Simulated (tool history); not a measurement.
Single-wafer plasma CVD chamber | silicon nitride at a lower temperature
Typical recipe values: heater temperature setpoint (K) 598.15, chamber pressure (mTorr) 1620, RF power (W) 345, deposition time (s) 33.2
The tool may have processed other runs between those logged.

run	hour	heater temperature setpoint (K)	chamber pressure (mTorr)	RF power (W)	deposition time (s)	read-back reference wafer on the same gauge, thickness_nm	mean film thickness on the monitor wafer (nm)
1	0.0	605.15	1620	345	33.2	48.195	48.179
2	39.7	605.15	1620	345	33.2	48.199	48.348
3	103.7	598.15	1620	345	33.2	48.161	48.427
4	161.3	598.15	1620	345	33.2	48.258	48.426
5	212.9	598.15	1620	345	33.2	48.163	48.233
6	246.4	598.15	1620	345	33.2	48.203	48.210
7	316.6	598.15	1620	345	33.2	48.149	48.234
8	353.2	598.15	1620	345	33.2	48.235	48.226
9	410.8	598.15	1620	345	33.2	48.223	48.237
10	467.9	598.15	1620	345	33.2	48.167	48.226
11	523.0	598.15	1620	345	33.2	48.222	48.078
12	550.4	598.15	1620	345	33.2	48.189	48.192
13	584.7	598.15	1620	345	29.5	48.181	42.615
14	620.2	598.15	1620	345	30.2	48.166	43.610
15	688.3	598.15	1620	345	33.2	48.185	47.986
16	755.8	585.15	1620	345	33.2	48.219	48.117
# hour 794.3: gauge calibrated
17	936.6	603.15	1750	365	28.0	48.235	42.526
# hour 981.8: RF generator calibrated
# hour 1010.2: capacitance manometer re-zeroed and calibrated
18	1010.7	584.15	1620	345	33.2	48.205	48.993
# hour 1029.2: showerhead replaced
19	1039.0	598.15	1620	345	33.2	48.197	48.663
20	1107.1	598.15	1620	345	33.2	48.216	48.635
# hour 1132.5: thermocouple changed; heater temperature recalibrated
21	1136.6	598.15	1620	345	33.2	48.148	48.887
22	1200.7	598.15	1270	345	29.4	48.214	41.394
23	1260.2	598.15	1620	345	29.5	48.171	43.530
24	1317.0	598.15	1490	345	29.9	48.199	43.384
25	1370.8	598.15	1620	345	33.2	48.199	49.096
26	1429.9	610.15	1840	345	33.2	48.234	50.018
27	1490.8	593.15	1620	280	33.2	48.202	41.626

State the hidden condition of the tool at each of the runs:
wafer temperature above the value expected at the setpoint (K): 0 on each run
gauge reads high (%): 0 on each run
H1: delivered RF power above the setpoint (%)
H2: true pressure above the setpoint (%)
run	H1	H2
1	-2.23	7.1
2	-2.31	7.17
3	-2.43	7.28
4	-2.55	7.37
5	-2.65	7.45
6	-2.72	7.5
7	-2.87	7.59
8	-2.95	7.63
9	-3.08	7.7
10	-3.21	7.76
11	-3.34	7.81
12	-3.41	7.84
13	-3.49	7.87
14	-3.58	7.9
15	-3.75	7.95
16	-3.93	8
17	-4.42	8.1
18	-0.106	1.75
19	-0.107	2.08
20	-0.114	2.82
21	-0.118	3.12
22	-0.13	3.72
23	-0.146	4.24
24	-0.164	4.69
25	-0.184	5.09
26	-0.21	5.5
27	-0.241	5.88
